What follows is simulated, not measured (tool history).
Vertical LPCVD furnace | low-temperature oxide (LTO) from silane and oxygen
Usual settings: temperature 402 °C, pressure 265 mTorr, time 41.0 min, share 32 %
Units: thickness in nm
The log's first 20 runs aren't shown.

run,hour,temperature,pressure,time,share,wafers since the last listed run,hours since the last temperature calibration,hours since the pressure gauge was zeroed,hours since the silane flow controller was replaced,hours since the gauge calibration,"read-back reference wafer on the same gauge, thickness",thickness
21,1386.1,402,265,41.0,32,572,1164.5,4018.0,785.2,1097.3,311.05,342.70
22,1450.0,411,265,47.5,28,471,1228.4,4081.9,849.1,1161.2,311.24,358.32
# hour 1496.9: pressure gauge zeroed
23,1527.1,402,265,41.0,32,392,1305.5,30.2,926.2,1238.3,310.82,354.68
24,1607.0,411,265,29.5,35,590,1385.4,110.1,1006.1,1318.2,311.13,318.17
25,1645.0,402,305,41.0,35,280,1423.4,148.1,1044.1,1356.2,311.10,461.00
26,1735.4,402,265,33.5,32,667,1513.8,238.5,1134.5,1446.6,310.73,288.22
27,1826.3,402,265,41.0,32,671,1604.7,329.4,1225.4,1537.5,310.94,350.27
28,1935.2,402,265,41.0,32,804,1713.6,438.3,1334.3,1646.4,311.01,351.18
29,2038.5,411,320,41.0,29,762,1816.9,541.6,1437.6,1749.7,311.23,406.88
30,2143.7,409,280,33.5,28,776,1922.1,646.8,1542.8,1854.9,310.92,270.24

5 ways to go on from here, each from the tool as it stands after run 30. What would each give?
A,2149.1,402,265,46.5,32,39,1927.5,652.2,1548.2,1860.3,?,?
B,2149.1,397,265,46.5,32,39,1927.5,652.2,1548.2,1860.3,?,?
C,2149.1,402,325,41.0,28,39,1927.5,652.2,1548.2,1860.3,?,?
D,2149.1,411,230,33.0,27,39,1927.5,652.2,1548.2,1860.3,?,?
E,2149.1,398,305,48.5,36,39,1927.5,652.2,1548.2,1860.3,?,?

run,"read-back reference wafer on the same gauge, thickness",thickness
A,311.06,397.29
B,311.06,374.63
C,311.06,354.86
D,311.06,211.52
E,311.06,536.01
Without the tool's hidden state the same runs would have given:
run,thickness
A,404.82
B,381.73
C,360.33
D,216.15
E,544.82
